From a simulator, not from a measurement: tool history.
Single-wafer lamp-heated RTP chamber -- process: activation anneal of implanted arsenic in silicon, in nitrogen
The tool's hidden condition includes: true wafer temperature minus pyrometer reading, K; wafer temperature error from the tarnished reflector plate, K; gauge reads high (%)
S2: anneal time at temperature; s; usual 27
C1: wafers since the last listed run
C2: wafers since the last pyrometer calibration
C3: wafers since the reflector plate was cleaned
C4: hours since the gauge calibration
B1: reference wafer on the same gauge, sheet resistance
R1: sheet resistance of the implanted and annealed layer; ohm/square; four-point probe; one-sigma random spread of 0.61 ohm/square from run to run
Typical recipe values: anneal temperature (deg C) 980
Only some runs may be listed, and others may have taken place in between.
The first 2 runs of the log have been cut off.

run 3 hour=142.4 | anneal_temperature_(deg_C)=980 S2=27 | C1=1515 C2=6205 C3=6183 C4=3282.3 | B1=174.00 | R1=168.66
run 4 hour=212.6 | anneal_temperature_(deg_C)=980 S2=27 | C1=1201 C2=7407 C3=7385 C4=3352.5 | B1=173.97 | R1=169.43
run 5 hour=284.6 | anneal_temperature_(deg_C)=990 S2=33 | C1=1232 C2=8640 C3=8618 C4=3424.5 | B1=174.09 | R1=153.45
-- hour=353.2 pyrometer window cleaned and pyrometer calibrated
run 6 hour=355.0 | anneal_temperature_(deg_C)=990 S2=33 | C1=1068 C2=31 C3=9686 C4=3494.9 | B1=174.12 | R1=158.41
run 7 hour=462.0 | anneal_temperature_(deg_C)=980 S2=17 | C1=1831 C2=1863 C3=11518 C4=3601.9 | B1=173.95 | R1=185.22
run 8 hour=500.7 | anneal_temperature_(deg_C)=980 S2=17 | C1=662 C2=2526 C3=12181 C4=3640.6 | B1=173.92 | R1=184.97
-- hour=541.6 reflector plate cleaned
run 9 hour=551.7 | anneal_temperature_(deg_C)=980 S2=27 | C1=736 C2=3262 C3=173 C4=3691.6 | B1=173.96 | R1=174.97
run 10 hour=610.1 | anneal_temperature_(deg_C)=980 S2=27 | C1=999 C2=4262 C3=1172 C4=3750.0 | B1=174.07 | R1=174.15
run 11 hour=672.5 | anneal_temperature_(deg_C)=980 S2=27 | C1=1068 C2=5330 C3=2241 C4=3812.4 | B1=174.05 | R1=172.14
-- hour=705.1 gauge calibrated
run 12 hour=732.7 | anneal_temperature_(deg_C)=980 S2=27 | C1=1030 C2=6361 C3=3271 C4=27.6 | B1=173.78 | R1=170.79
run 13 hour=816.3 | anneal_temperature_(deg_C)=997 S2=38 | C1=1431 C2=7792 C3=4703 C4=111.2 | B1=173.97 | R1=147.28
run 14 hour=858.1 | anneal_temperature_(deg_C)=980 S2=19 | C1=715 C2=8508 C3=5418 C4=153.0 | B1=174.06 | R1=179.02
-- hour=923.3 pyrometer window cleaned and pyrometer calibrated
run 15 hour=923.8 | anneal_temperature_(deg_C)=980 S2=27 | C1=987 C2=8 C3=6406 C4=218.7 | B1=174.05 | R1=172.85
run 16 hour=992.2 | anneal_temperature_(deg_C)=980 S2=27 | C1=1171 C2=1179 C3=7577 C4=287.1 | B1=173.93 | R1=173.47
run 17 hour=1092.7 | anneal_temperature_(deg_C)=980 S2=27 | C1=1720 C2=2900 C3=9298 C4=387.6 | B1=174.03 | R1=172.52
run 18 hour=1180.8 | anneal_temperature_(deg_C)=998 S2=17 | C1=1508 C2=4408 C3=10807 C4=475.7 | B1=173.98 | R1=168.97
-- hour=1257.7 reflector plate cleaned
run 19 hour=1288.1 | anneal_temperature_(deg_C)=972 S2=43 | C1=1700 C2=6108 C3=519 C4=583.0 | B1=174.08 | R1=166.64
run 20 hour=1363.3 | anneal_temperature_(deg_C)=980 S2=27 | C1=1287 C2=7396 C3=1807 C4=658.2 | B1=173.76 | R1=172.19

Run 21, settings as shown, results not yet in. Your forecast:
run 21 hour=1424.5 | anneal_temperature_(deg_C)=980 S2=38 | C1=1047 C2=8444 C3=2855 C4=719.4 | B1=? | R1=?

Run 21 came out at B1 174.19, R1 159.56 ohm/square.
Minus the tool's unlogged condition, the same run would have read R1 165.48 ohm/square.
